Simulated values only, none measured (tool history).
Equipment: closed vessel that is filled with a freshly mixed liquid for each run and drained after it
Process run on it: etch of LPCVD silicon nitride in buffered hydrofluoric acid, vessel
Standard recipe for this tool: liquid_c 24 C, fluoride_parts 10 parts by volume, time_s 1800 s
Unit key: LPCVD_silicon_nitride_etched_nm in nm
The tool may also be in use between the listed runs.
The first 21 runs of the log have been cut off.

run    hour  liquid_c  fluoride_parts  time_s  read-back film thickness of the LPCVD silicon nitride reference wafer, read on the same gauge (nm)  LPCVD_silicon_nitride_etched_nm
 22   920.4        24              10     965                                                                                               39.95                            13.22
 23     980        24              10    1800                                                                                                  40                             24.7
 24  1035.3        24              10    1520                                                                                               40.04                            21.04
 25  1078.9        20               8    1045                                                                                               40.02                             14.6
 26  1123.5        26               8     855                                                                                               40.01                            16.86
 27  1176.6      19.5            11.5    2355                                                                                               39.96                            23.47
     1198.9  -- hydrofluoric acid flow meter replaced
 28  1205.9      25.5             8.5    2680                                                                                               39.97                            44.09
 29  1232.3        28              10    2810                                                                                               39.97                            45.98
 30  1279.9        24              10    1800                                                                                               39.99                            24.03
 31  1346.3        24              10    1800                                                                                               40.01                            24.49
 32  1377.6        24              11    2345                                                                                               39.99                            29.06

Here are 3 independent what-if runs from the current tool condition. What would each one return?
  A  1378.8      28.5              10    1800                                                                                                   ?                                ?
  B  1378.8        20            12.5    2600                                                                                                   ?                                ?
  C  1378.8        20               7     835                                                                                                   ?                                ?

run  read-back film thickness of the LPCVD silicon nitride reference wafer, read on the same gauge (nm)  LPCVD_silicon_nitride_etched_nm
  A                                                                                               40.05                            30.23
  B                                                                                               40.05                            22.37
  C                                                                                               40.05                            12.49
What these runs would have given with no unlogged condition in the tool:
run  LPCVD_silicon_nitride_etched_nm
  A                             29.6
  B                            21.65
  C                            12.13
